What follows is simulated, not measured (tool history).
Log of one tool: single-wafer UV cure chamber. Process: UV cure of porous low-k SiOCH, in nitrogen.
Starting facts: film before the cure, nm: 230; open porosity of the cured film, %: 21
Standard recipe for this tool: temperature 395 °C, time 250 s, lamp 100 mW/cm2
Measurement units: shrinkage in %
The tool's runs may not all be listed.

run 1 hour=0.0 | temperature=395 time=250 lamp=100 | shrinkage=11.830
run 2 hour=14.4 | temperature=395 time=250 lamp=100 | shrinkage=11.810
run 3 hour=27.1 | temperature=395 time=250 lamp=100 | shrinkage=12.192
run 4 hour=63.2 | temperature=395 time=250 lamp=100 | shrinkage=11.942
run 5 hour=87.1 | temperature=395 time=250 lamp=100 | shrinkage=12.050
run 6 hour=101.4 | temperature=395 time=250 lamp=100 | shrinkage=11.937
run 7 hour=115.3 | temperature=388 time=330 lamp=100 | shrinkage=13.061
run 8 hour=131.7 | temperature=388 time=330 lamp=100 | shrinkage=13.128
run 9 hour=141.3 | temperature=395 time=250 lamp=100 | shrinkage=11.852
run 10 hour=161.1 | temperature=395 time=250 lamp=100 | shrinkage=11.858
run 11 hour=167.6 | temperature=395 time=250 lamp=100 | shrinkage=11.770
-- hour=182.3 quartz window cleaned
run 12 hour=182.8 | temperature=395 time=250 lamp=100 | shrinkage=11.067
run 13 hour=193.8 | temperature=395 time=250 lamp=100 | shrinkage=11.248
-- hour=215.4 UV bulbs replaced
run 14 hour=215.9 | temperature=395 time=120 lamp=73 | shrinkage=6.794
run 15 hour=221.2 | temperature=378 time=385 lamp=74 | shrinkage=11.632
-- hour=232.6 quartz window cleaned, repeated, since the last time left the tool worse
run 16 hour=235.5 | temperature=395 time=250 lamp=100 | shrinkage=12.253
run 17 hour=245.5 | temperature=395 time=250 lamp=100 | shrinkage=12.168
run 18 hour=261.6 | temperature=395 time=250 lamp=100 | shrinkage=12.295
run 19 hour=271.3 | temperature=376 time=250 lamp=131 | shrinkage=12.866
run 20 hour=306.5 | temperature=382 time=180 lamp=100 | shrinkage=10.529
run 21 hour=324.4 | temperature=395 time=320 lamp=122 | shrinkage=14.283
run 22 hour=331.0 | temperature=376 time=250 lamp=117 | shrinkage=12.796
run 23 hour=344.9 | temperature=405 time=335 lamp=135 | shrinkage=15.275
run 24 hour=361.9 | temperature=395 time=350 lamp=100 | shrinkage=13.863
run 25 hour=377.4 | temperature=395 time=250 lamp=100 | shrinkage=12.039

Had the tool no unlogged condition, and each run kept its random variation, what would the results have been?
Hidden conditions of the tool in this case: lamp output below its setpoint, %; transmission lost against a clean window, %.
run=1 shrinkage=12.414
run=2 shrinkage=12.398
run=3 shrinkage=12.803
run=4 shrinkage=12.551
run=5 shrinkage=12.670
run=6 shrinkage=12.554
run=7 shrinkage=13.694
run=8 shrinkage=13.767
run=9 shrinkage=12.472
run=10 shrinkage=12.482
run=11 shrinkage=12.391
run=12 shrinkage=12.271
run=13 shrinkage=12.511
run=14 shrinkage=7.980
run=15 shrinkage=13.007
run=16 shrinkage=12.377
run=17 shrinkage=12.317
run=18 shrinkage=12.485
run=19 shrinkage=13.077
run=20 shrinkage=10.804
run=21 shrinkage=14.615
run=22 shrinkage=13.137
run=23 shrinkage=15.650
run=24 shrinkage=14.262
run=25 shrinkage=12.443

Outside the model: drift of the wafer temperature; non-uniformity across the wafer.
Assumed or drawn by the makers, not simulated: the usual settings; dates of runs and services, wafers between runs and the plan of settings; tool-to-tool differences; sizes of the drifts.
